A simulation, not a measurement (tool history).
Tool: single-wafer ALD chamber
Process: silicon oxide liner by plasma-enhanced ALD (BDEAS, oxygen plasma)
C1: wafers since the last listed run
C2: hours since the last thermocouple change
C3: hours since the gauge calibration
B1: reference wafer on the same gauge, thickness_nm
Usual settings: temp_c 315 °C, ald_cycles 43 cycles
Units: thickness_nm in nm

run 1 day=0 | temp_c=323 ald_cycles=43 | C1=0 C2=1859.4 C3=164.1 | B1=3.732 | thickness_nm=4.204
run 2 day=0.604 | temp_c=323 ald_cycles=43 | C1=98 C2=1873.9 C3=178.6 | B1=3.729 | thickness_nm=4.204
run 3 day=1.242 | temp_c=323 ald_cycles=43 | C1=104 C2=1889.2 C3=193.9 | B1=3.726 | thickness_nm=4.218
run 4 day=1.846 | temp_c=305 ald_cycles=43 | C1=98 C2=1903.7 C3=208.4 | B1=3.726 | thickness_nm=4.338
run 5 day=2.367 | temp_c=308 ald_cycles=39 | C1=85 C2=1916.2 C3=220.9 | B1=3.732 | thickness_nm=3.918
run 6 day=2.967 | temp_c=321 ald_cycles=43 | C1=97 C2=1930.6 C3=235.3 | B1=3.727 | thickness_nm=4.231
run 7 day=3.354 | temp_c=320 ald_cycles=43 | C1=63 C2=1939.9 C3=244.6 | B1=3.732 | thickness_nm=4.247
run 8 day=3.9 | temp_c=320 ald_cycles=43 | C1=89 C2=1953 C3=257.7 | B1=3.733 | thickness_nm=4.256
run 9 day=4.425 | temp_c=315 ald_cycles=43 | C1=85 C2=1965.6 C3=270.3 | B1=3.728 | thickness_nm=4.252
run 10 day=4.875 | temp_c=315 ald_cycles=43 | C1=73 C2=1976.4 C3=281.1 | B1=3.727 | thickness_nm=4.263
run 11 day=5.142 | temp_c=315 ald_cycles=43 | C1=43 C2=1982.8 C3=287.5 | B1=3.73 | thickness_nm=4.282
run 12 day=5.538 | temp_c=315 ald_cycles=43 | C1=64 C2=1992.3 C3=297 | B1=3.727 | thickness_nm=4.25
run 13 day=5.896 | temp_c=315 ald_cycles=43 | C1=58 C2=2000.9 C3=305.6 | B1=3.736 | thickness_nm=4.292
run 14 day=6.367 | temp_c=303 ald_cycles=43 | C1=76 C2=2012.2 C3=316.9 | B1=3.728 | thickness_nm=4.321
run 15 day=6.892 | temp_c=303 ald_cycles=43 | C1=85 C2=2024.8 C3=329.5 | B1=3.726 | thickness_nm=4.357
-- day=7.404 thermocouple changed; heater temperature recalibrated
-- day=7.571 gauge calibrated
run 16 day=7.579 | temp_c=315 ald_cycles=43 | C1=57 C2=4.2 C3=0.2 | B1=3.727 | thickness_nm=4.271
run 17 day=7.888 | temp_c=329 ald_cycles=37 | C1=50 C2=11.6 C3=7.6 | B1=3.731 | thickness_nm=3.58
run 18 day=8.367 | temp_c=324 ald_cycles=40 | C1=78 C2=23.1 C3=19.1 | B1=3.73 | thickness_nm=3.908
run 19 day=8.8 | temp_c=321 ald_cycles=47 | C1=70 C2=33.5 C3=29.5 | B1=3.722 | thickness_nm=4.642
run 20 day=9.167 | temp_c=321 ald_cycles=43 | C1=59 C2=42.3 C3=38.3 | B1=3.723 | thickness_nm=4.212
run 21 day=9.438 | temp_c=321 ald_cycles=47 | C1=44 C2=48.8 C3=44.8 | B1=3.729 | thickness_nm=4.615
run 22 day=10.104 | temp_c=303 ald_cycles=38 | C1=108 C2=64.8 C3=60.8 | B1=3.731 | thickness_nm=3.817
run 23 day=10.679 | temp_c=315 ald_cycles=43 | C1=93 C2=78.6 C3=74.6 | B1=3.73 | thickness_nm=4.263
run 24 day=11.375 | temp_c=321 ald_cycles=43 | C1=113 C2=95.3 C3=91.3 | B1=3.73 | thickness_nm=4.195
run 25 day=11.796 | temp_c=310 ald_cycles=48 | C1=68 C2=105.4 C3=101.4 | B1=3.729 | thickness_nm=4.829
run 26 day=12.388 | temp_c=303 ald_cycles=46 | C1=96 C2=119.6 C3=115.6 | B1=3.743 | thickness_nm=4.628
run 27 day=12.767 | temp_c=329 ald_cycles=48 | C1=61 C2=128.7 C3=124.7 | B1=3.728 | thickness_nm=4.652
run 28 day=13.492 | temp_c=301 ald_cycles=47 | C1=118 C2=146.1 C3=142.1 | B1=3.724 | thickness_nm=4.769

Forecast run 29:
run 29 day=13.942 | temp_c=304 ald_cycles=35 | C1=73 C2=156.9 C3=152.9 | B1=? | thickness_nm=?

B1: 3.736
thickness_nm: 3.544 nm
Without the tool's hidden state the same run would have given thickness_nm 3.544 nm.
